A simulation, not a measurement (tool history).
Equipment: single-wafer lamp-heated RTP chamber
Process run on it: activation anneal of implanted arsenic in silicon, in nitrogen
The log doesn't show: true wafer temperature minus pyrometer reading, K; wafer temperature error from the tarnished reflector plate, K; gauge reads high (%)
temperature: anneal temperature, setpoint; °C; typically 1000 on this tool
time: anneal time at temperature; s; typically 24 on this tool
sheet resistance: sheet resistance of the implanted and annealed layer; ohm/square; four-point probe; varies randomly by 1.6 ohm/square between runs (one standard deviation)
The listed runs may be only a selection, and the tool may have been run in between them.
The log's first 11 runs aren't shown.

| run | day | temperature | time | wafers since the last listed run | wafers since the last pyrometer calibration | wafers since the reflector plate was cleaned | hours since the gauge calibration | read-back reference wafer on the same gauge, sheet resistance | sheet resistance |
|---|---|---|---|---|---|---|---|---|---|
| 12 | 27.088 | 978 | 24 | 517 | 4309 | 3838 | 1378.6 | 416.81 | 473.03 |
|  | 27.854 | reflector plate cleaned |
| 13 | 28.625 | 988 | 24 | 228 | 4538 | 145 | 1415.5 | 416.26 | 468.04 |
|  | 29.229 | gauge calibrated |
| 14 | 30.454 | 1018 | 35 | 347 | 4885 | 493 | 29.4 | 429.92 | 462.33 |
|  | 31.096 | pyrometer window cleaned and pyrometer calibrated |
| 15 | 32.217 | 1027 | 38 | 271 | 212 | 764 | 71.7 | 430.23 | 458.66 |
| 16 | 34.271 | 1000 | 24 | 389 | 602 | 1154 | 121.0 | 429.84 | 477.34 |
| 17 | 36.058 | 1015 | 18 | 339 | 941 | 1493 | 163.9 | 430.05 | 474.31 |
| 18 | 38.138 | 1012 | 28 | 394 | 1336 | 1887 | 213.8 | 430.26 | 471.55 |
| 19 | 40.854 | 1000 | 24 | 515 | 1851 | 2403 | 279.0 | 429.70 | 473.48 |
| 20 | 43.108 | 1000 | 24 | 427 | 2279 | 2830 | 333.1 | 430.22 | 478.93 |
| 21 | 46.283 | 1000 | 24 | 602 | 2881 | 3433 | 409.3 | 429.89 | 477.82 |
|  | 48.133 | reflector plate cleaned |
| 22 | 49.108 | 985 | 32 | 472 | 3354 | 185 | 477.1 | 429.82 | 480.67 |
| 23 | 52.096 | 1021 | 37 | 566 | 3921 | 752 | 548.8 | 428.63 | 457.53 |
| 24 | 54.550 | 988 | 24 | 465 | 4387 | 1217 | 607.7 | 429.08 | 480.53 |
| 25 | 56.158 | 1012 | 12 | 305 | 4692 | 1523 | 646.3 | 427.83 | 479.82 |
| 26 | 59.342 | 1000 | 24 | 604 | 5296 | 2127 | 722.7 | 427.53 | 475.73 |
|  | 61.217 | pyrometer window cleaned and pyrometer calibrated |
| 27 | 61.238 | 1000 | 24 | 296 | 4 | 2423 | 768.2 | 427.14 | 474.70 |
| 28 | 62.850 | 1000 | 24 | 305 | 310 | 2729 | 806.9 | 426.96 | 474.38 |
| 29 | 64.804 | 1014 | 28 | 370 | 680 | 3100 | 853.8 | 426.73 | 463.81 |
| 30 | 66.875 | 1020 | 36 | 392 | 1073 | 3493 | 903.5 | 426.22 | 458.26 |
| 31 | 68.292 | 984 | 24 | 268 | 1342 | 3762 | 937.5 | 425.26 | 476.41 |
|  | 68.633 | reflector plate cleaned |
| 32 | 69.571 | 1010 | 24 | 179 | 1522 | 178 | 968.2 | 425.25 | 468.45 |
| 33 | 71.012 | 1025 | 18 | 273 | 1795 | 451 | 1002.8 | 425.41 | 468.11 |
| 34 | 73.679 | 1028 | 24 | 506 | 2301 | 957 | 1066.8 | 424.34 | 461.18 |
| 35 | 74.971 | 1025 | 34 | 245 | 2546 | 1202 | 1097.8 | 423.95 | 453.48 |

Branching from run 35: 5 alternative next runs. What would each branch give?
| A | 74.988 | 1000 | 24 | 3 | 2549 | 1206 | 1098.2 | ? | ? |
| B | 74.988 | 1026 | 38 | 3 | 2549 | 1206 | 1098.2 | ? | ? |
| C | 74.988 | 979 | 35 | 3 | 2549 | 1206 | 1098.2 | ? | ? |
| D | 74.988 | 976 | 10 | 3 | 2549 | 1206 | 1098.2 | ? | ? |
| E | 74.988 | 1000 | 20 | 3 | 2549 | 1206 | 1098.2 | ? | ? |

| run | read-back reference wafer on the same gauge, sheet resistance | sheet resistance |
|---|---|---|
| A | 424.14 | 470.57 |
| B | 424.14 | 451.33 |
| C | 424.14 | 473.03 |
| D | 424.14 | 485.24 |
| E | 424.14 | 473.01 |
Without the tool's unlogged condition, the same runs would have read:
| run | sheet resistance |
|---|---|
| A | 475.15 |
| B | 455.72 |
| C | 477.63 |
| D | 489.96 |
| E | 477.61 |
